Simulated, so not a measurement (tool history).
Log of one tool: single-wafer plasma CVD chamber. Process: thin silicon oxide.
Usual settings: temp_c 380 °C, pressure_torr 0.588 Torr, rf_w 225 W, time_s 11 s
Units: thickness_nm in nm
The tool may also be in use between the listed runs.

| run | hour | temp_c | pressure_torr | rf_w | time_s | wafers since the last listed run | hours since the last thermocouple change | hours since the last RF generator calibration | hours since the last manometer calibration | hours since the showerhead was replaced | hours since the gauge calibration | read-back reference wafer on the same gauge, thickness_nm | thickness_nm |
|---|---|---|---|---|---|---|---|---|---|---|---|---|---|
| 1 | 0 | 380 | 0.588 | 225 | 11 | 0 | 2021 | 2516.3 | 1332.1 | 6170.6 | 37.5 | 10.893 | 11.862 |
| 2 | 14.3 | 380 | 0.588 | 225 | 11 | 502 | 2035.3 | 2530.6 | 1346.4 | 6184.9 | 51.8 | 10.9 | 11.95 |
| 3 | 25.8 | 380 | 0.588 | 225 | 11 | 404 | 2046.8 | 2542.1 | 1357.9 | 6196.4 | 63.3 | 10.9 | 11.874 |
| 4 | 34.2 | 380 | 0.588 | 225 | 11 | 295 | 2055.2 | 2550.5 | 1366.3 | 6204.8 | 71.7 | 10.901 | 11.914 |
| 5 | 42.7 | 380 | 0.588 | 225 | 11 | 298 | 2063.7 | 2559 | 1374.8 | 6213.3 | 80.2 | 10.897 | 11.885 |
| 6 | 57 | 380 | 0.588 | 225 | 9.8 | 502 | 2078 | 2573.3 | 1389.1 | 6227.6 | 94.5 | 10.896 | 10.592 |
| 7 | 72.9 | 380 | 0.588 | 225 | 9.8 | 559 | 2093.9 | 2589.2 | 1405 | 6243.5 | 110.4 | 10.9 | 10.561 |
| 8 | 82.6 | 380 | 0.588 | 225 | 11 | 341 | 2103.6 | 2598.9 | 1414.7 | 6253.2 | 120.1 | 10.895 | 11.881 |
| 9 | 97.8 | 380 | 0.588 | 225 | 11 | 534 | 2118.8 | 2614.1 | 1429.9 | 6268.4 | 135.3 | 10.895 | 11.868 |
| 10 | 108.8 | 380 | 0.588 | 225 | 11 | 386 | 2129.8 | 2625.1 | 1440.9 | 6279.4 | 146.3 | 10.897 | 11.811 |
|  | 114.2 | gauge calibrated |
|  | 119.9 | showerhead replaced |
| 11 | 120.4 | 380 | 0.588 | 225 | 11 | 126 | 2141.4 | 2636.7 | 1452.5 | 0.5 | 6.2 | 10.901 | 11.837 |
|  | 132.1 | thermocouple changed; heater temperature recalibrated |
| 12 | 132.6 | 380 | 0.588 | 225 | 11 | 147 | 0.5 | 2648.9 | 1464.7 | 12.7 | 18.4 | 10.898 | 11.889 |
| 13 | 148.5 | 380 | 0.504 | 225 | 11 | 559 | 16.4 | 2664.8 | 1480.6 | 28.6 | 34.3 | 10.901 | 10.115 |
| 14 | 160.2 | 380 | 0.588 | 225 | 9.9 | 411 | 28.1 | 2676.5 | 1492.3 | 40.3 | 46 | 10.902 | 10.599 |
| 15 | 167.2 | 380 | 0.64 | 255 | 11 | 246 | 35.1 | 2683.5 | 1499.3 | 47.3 | 53 | 10.894 | 13.879 |
|  | 189.5 | capacitance manometer re-zeroed and calibrated |
|  | 194.1 | RF generator calibrated |
| 16 | 194.6 | 380 | 0.588 | 225 | 11 | 519 | 62.5 | 0.5 | 5.1 | 74.7 | 80.4 | 10.899 | 12.684 |
| 17 | 197.6 | 380 | 0.466 | 225 | 11 | 105 | 65.5 | 3.5 | 8.1 | 77.7 | 83.4 | 10.901 | 10.012 |
| 18 | 209.4 | 380 | 0.588 | 240 | 11 | 414 | 77.3 | 15.3 | 19.9 | 89.5 | 95.2 | 10.896 | 13.188 |

Forecast run 19:
| 19 | 224.6 | 380 | 0.588 | 225 | 11 | 534 | 92.5 | 30.5 | 35.1 | 104.7 | 110.4 | ? | ? |

read-back reference wafer on the same gauge, thickness_nm: 10.897
thickness_nm: 12.654 nm
Without the tool's hidden state the same run would have given thickness_nm 12.591 nm.

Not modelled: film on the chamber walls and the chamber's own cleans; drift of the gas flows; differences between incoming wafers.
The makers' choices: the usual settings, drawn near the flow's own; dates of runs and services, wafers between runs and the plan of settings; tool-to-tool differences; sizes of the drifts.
